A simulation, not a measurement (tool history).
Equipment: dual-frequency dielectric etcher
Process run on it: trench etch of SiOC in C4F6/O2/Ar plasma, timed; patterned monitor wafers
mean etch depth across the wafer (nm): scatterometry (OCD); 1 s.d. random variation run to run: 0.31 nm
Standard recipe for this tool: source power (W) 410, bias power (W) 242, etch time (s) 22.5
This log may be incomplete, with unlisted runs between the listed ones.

run,hour,source power (W),bias power (W),etch time (s),wafers since the last listed run,hours since the last wet clean,hours since the last source power generator calibration,hours since the last bias power generator calibration,hours since the last upper electrode change,hours since the gauge calibration,"read-back reference wafer on the same gauge, depth_nm",mean etch depth across the wafer (nm)
1,0,410,242,22.5,0,248.6,4528.3,3422.9,2009.8,135.3,57.3,56.9
2,12,410,242,22.5,155,260.6,4540.3,3434.9,2021.8,147.3,57.3,57.2
3,27.4,410,242,22.5,200,276,4555.7,3450.3,2037.2,162.7,57.3,56.7
4,44.8,350,242,22.5,226,293.4,4573.1,3467.7,2054.6,180.1,57.3,55.1
5,53.6,350,242,22.5,114,302.2,4581.9,3476.5,2063.4,188.9,57.4,55.2
6,67.5,410,242,22.5,180,316.1,4595.8,3490.4,2077.3,202.8,57.3,57.4
# hour 106.2: upper electrode replaced
7,106.7,410,242,22.5,197,355.3,4635,3529.6,0.5,242,57.3,57.3
8,107.1,410,242,22.5,5,355.7,4635.4,3530,0.9,242.4,57.4,56.9
9,107.4,410,242,22.5,3,356,4635.7,3530.3,1.2,242.7,57.3,57.5
# hour 122.3: source power generator calibrated
# hour 125.9: bias power generator calibrated
# hour 148.8: wet clean of the chamber
10,149.3,410,242,22.5,148,0.5,27,23.4,43.1,284.6,57.3,56.6
11,149.6,410,242,22.5,3,0.8,27.3,23.7,43.4,284.9,57.3,57.2
12,149.9,490,264,29.5,3,1.1,27.6,24,43.7,285.2,57.3,80.5
13,154.5,410,242,22.5,59,5.7,32.2,28.6,48.3,289.8,57.3,57.3
14,170.2,440,286,22.5,203,21.4,47.9,44.3,64,305.5,57.3,60.3
15,177.7,320,242,26.5,97,28.9,55.4,51.8,71.5,313,57.3,63.2
16,193.3,350,295,29.5,202,44.5,71,67.4,87.1,328.6,57.3,76
# hour 195: gauge calibrated
17,210.6,410,242,22.5,224,61.8,88.3,84.7,104.4,15.6,57.3,57.3
18,219.1,410,242,16.5,110,70.3,96.8,93.2,112.9,24.1,57.3,41.8
19,231.9,350,298,16,166,83.1,109.6,106,125.7,36.9,57.3,41.3
20,249.9,360,213,29,233,101.1,127.6,124,143.7,54.9,57.3,69.3
21,258.6,410,260,18,113,109.8,136.3,132.7,152.4,63.6,57.3,46.8
22,271.7,410,242,22.5,170,122.9,149.4,145.8,165.5,76.7,57.2,57

4 ways to go on from here, each from the tool as it stands after run 22. What would each give?
A,272.1,410,242,22.5,5,123.3,149.8,146.2,165.9,77.1,?,?
B,272.1,410,295,24.5,5,123.3,149.8,146.2,165.9,77.1,?,?
C,272.1,370,282,20.5,5,123.3,149.8,146.2,165.9,77.1,?,?
D,272.1,410,262,19.5,5,123.3,149.8,146.2,165.9,77.1,?,?

run,"read-back reference wafer on the same gauge, depth_nm",mean etch depth across the wafer (nm)
A,57.3,57
B,57.3,65.3
C,57.3,52.7
D,57.3,50.4
Had the tool no hidden state, the same runs would have come out as:
run,mean etch depth across the wafer (nm)
A,57
B,65.3
C,52.7
D,50.4

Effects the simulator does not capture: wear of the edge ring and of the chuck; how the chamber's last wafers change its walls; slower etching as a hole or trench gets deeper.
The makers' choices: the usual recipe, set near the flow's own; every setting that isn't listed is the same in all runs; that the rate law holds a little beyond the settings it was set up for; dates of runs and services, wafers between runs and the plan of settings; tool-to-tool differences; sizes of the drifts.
